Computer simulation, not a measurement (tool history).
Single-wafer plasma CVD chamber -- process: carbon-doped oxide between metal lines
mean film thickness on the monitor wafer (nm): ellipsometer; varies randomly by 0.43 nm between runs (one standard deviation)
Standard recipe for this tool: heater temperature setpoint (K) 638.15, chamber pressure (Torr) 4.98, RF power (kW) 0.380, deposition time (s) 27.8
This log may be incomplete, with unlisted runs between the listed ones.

| run | day | heater temperature setpoint (K) | chamber pressure (Torr) | RF power (kW) | deposition time (s) | wafers since the last listed run | hours since the last thermocouple change | hours since the last RF generator calibration | hours since the last manometer calibration | hours since the showerhead was replaced | hours since the gauge calibration | read-back reference wafer on the same gauge, thickness_nm | mean film thickness on the monitor wafer (nm) |
|---|---|---|---|---|---|---|---|---|---|---|---|---|---|
| 1 | 0.000 | 645.15 | 4.98 | 0.380 | 27.8 | 0 | 965.2 | 1078.1 | 1250.6 | 5082.9 | 961.8 | 131.085 | 115.035 |
|  | 2.921 | thermocouple changed; heater temperature recalibrated |
| 2 | 3.667 | 638.15 | 4.98 | 0.380 | 27.8 | 1778 | 17.9 | 1166.1 | 1338.6 | 5170.9 | 1049.8 | 131.271 | 117.319 |
| 3 | 6.254 | 638.15 | 4.98 | 0.380 | 27.8 | 1380 | 80.0 | 1228.2 | 1400.7 | 5233.0 | 1111.9 | 130.916 | 117.520 |
| 4 | 10.158 | 638.15 | 4.98 | 0.380 | 27.8 | 2082 | 173.7 | 1321.9 | 1494.4 | 5326.7 | 1205.6 | 130.937 | 117.235 |
| 5 | 12.550 | 638.15 | 4.98 | 0.380 | 27.8 | 1275 | 231.1 | 1379.3 | 1551.8 | 5384.1 | 1263.0 | 131.137 | 116.992 |
| 6 | 21.421 | 638.15 | 4.98 | 0.380 | 27.8 | 4732 | 444.0 | 1592.2 | 1764.7 | 5597.0 | 1475.9 | 130.888 | 116.335 |
| 7 | 24.333 | 638.15 | 4.98 | 0.380 | 27.8 | 1553 | 513.9 | 1662.1 | 1834.6 | 5666.9 | 1545.8 | 131.031 | 116.811 |
| 8 | 26.075 | 644.15 | 4.98 | 0.380 | 27.8 | 929 | 555.7 | 1703.9 | 1876.4 | 5708.7 | 1587.6 | 131.258 | 114.821 |
|  | 27.450 | gauge calibrated |
| 9 | 27.671 | 642.15 | 4.98 | 0.380 | 24.3 | 851 | 594.0 | 1742.2 | 1914.7 | 5747.0 | 5.3 | 131.198 | 100.975 |
| 10 | 30.200 | 642.15 | 4.98 | 0.380 | 24.3 | 1349 | 654.7 | 1802.9 | 1975.4 | 5807.7 | 66.0 | 131.062 | 101.905 |
|  | 37.167 | RF generator calibrated |
| 11 | 37.729 | 638.15 | 4.98 | 0.380 | 27.8 | 3838 | 835.4 | 13.5 | 2156.1 | 5988.4 | 246.7 | 130.908 | 112.605 |
| 12 | 39.529 | 638.15 | 4.98 | 0.380 | 27.8 | 960 | 878.6 | 56.7 | 2199.3 | 6031.6 | 289.9 | 131.044 | 113.258 |
|  | 43.050 | capacitance manometer re-zeroed and calibrated |
| 13 | 43.129 | 638.15 | 4.98 | 0.380 | 27.8 | 1742 | 965.0 | 143.1 | 1.9 | 6118.0 | 376.3 | 131.007 | 112.625 |
|  | 46.233 | thermocouple changed; heater temperature recalibrated |
| 14 | 46.254 | 638.15 | 4.18 | 0.380 | 27.8 | 1489 | 0.5 | 218.1 | 76.9 | 6193.0 | 451.3 | 131.102 | 110.819 |
| 15 | 48.817 | 626.15 | 5.50 | 0.380 | 25.5 | 1366 | 62.0 | 279.6 | 138.4 | 6254.5 | 512.8 | 130.871 | 108.498 |
| 16 | 52.838 | 638.15 | 4.98 | 0.380 | 27.8 | 2144 | 158.5 | 376.1 | 234.9 | 6351.0 | 609.3 | 131.198 | 113.335 |
|  | 55.888 | showerhead replaced |
| 17 | 56.117 | 648.15 | 5.52 | 0.420 | 29.9 | 1571 | 237.2 | 454.8 | 313.6 | 5.5 | 688.0 | 131.023 | 128.118 |
|  | 57.762 | RF generator calibrated, repeated, since the last time left the tool worse |
| 18 | 59.446 | 642.15 | 4.39 | 0.315 | 25.3 | 1598 | 317.1 | 40.4 | 393.5 | 85.4 | 767.9 | 130.995 | 94.440 |
| 19 | 61.908 | 650.15 | 4.98 | 0.455 | 27.8 | 1313 | 376.2 | 99.5 | 452.6 | 144.5 | 827.0 | 131.000 | 128.966 |
| 20 | 64.646 | 623.15 | 4.98 | 0.450 | 31.5 | 1460 | 441.9 | 165.2 | 518.3 | 210.2 | 892.7 | 130.730 | 153.947 |
| 21 | 67.312 | 643.15 | 6.09 | 0.380 | 31.5 | 1422 | 505.9 | 229.2 | 582.3 | 274.2 | 956.7 | 131.060 | 135.168 |
| 22 | 69.567 | 638.15 | 4.98 | 0.420 | 27.8 | 1202 | 560.0 | 283.3 | 636.4 | 328.3 | 1010.8 | 131.067 | 125.733 |
| 23 | 75.696 | 646.15 | 6.19 | 0.425 | 27.8 | 3269 | 707.1 | 430.4 | 783.5 | 475.4 | 1157.9 | 130.851 | 128.126 |
| 24 | 78.442 | 638.15 | 4.98 | 0.380 | 24.6 | 1464 | 773.0 | 496.3 | 849.4 | 541.3 | 1223.8 | 131.127 | 105.174 |
| 25 | 81.521 | 649.15 | 5.48 | 0.380 | 32.2 | 1642 | 846.9 | 570.2 | 923.3 | 615.2 | 1297.7 | 131.141 | 134.705 |
| 26 | 84.525 | 638.15 | 4.98 | 0.380 | 27.8 | 1602 | 919.0 | 642.3 | 995.4 | 687.3 | 1369.8 | 130.866 | 117.868 |

Difference, measured minus no-hidden-state, one row per run. Run-to-run variation is common to both terms; the gauge's own scatter need not be:
What the log doesn't record here: wafer temperature above the value expected at the setpoint (K); delivered RF power above the setpoint (%); true pressure above the setpoint (%); gauge reads high (%).
| run | mean film thickness on the monitor wafer (nm) |
|---|---|
| 1 | -0.889 |
| 2 | -1.024 |
| 3 | -1.114 |
| 4 | -1.254 |
| 5 | -1.344 |
| 6 | -1.713 |
| 7 | -1.857 |
| 8 | -1.908 |
| 9 | -1.748 |
| 10 | -1.877 |
| 11 | -5.147 |
| 12 | -5.178 |
| 13 | -5.161 |
| 14 | -5.094 |
| 15 | -5.006 |
| 16 | -5.268 |
| 17 | -5.769 |
| 18 | -0.148 |
| 19 | -0.200 |
| 20 | -0.252 |
| 21 | -0.247 |
| 22 | -0.238 |
| 23 | -0.307 |
| 24 | -0.293 |
| 25 | -0.430 |
| 26 | -0.428 |
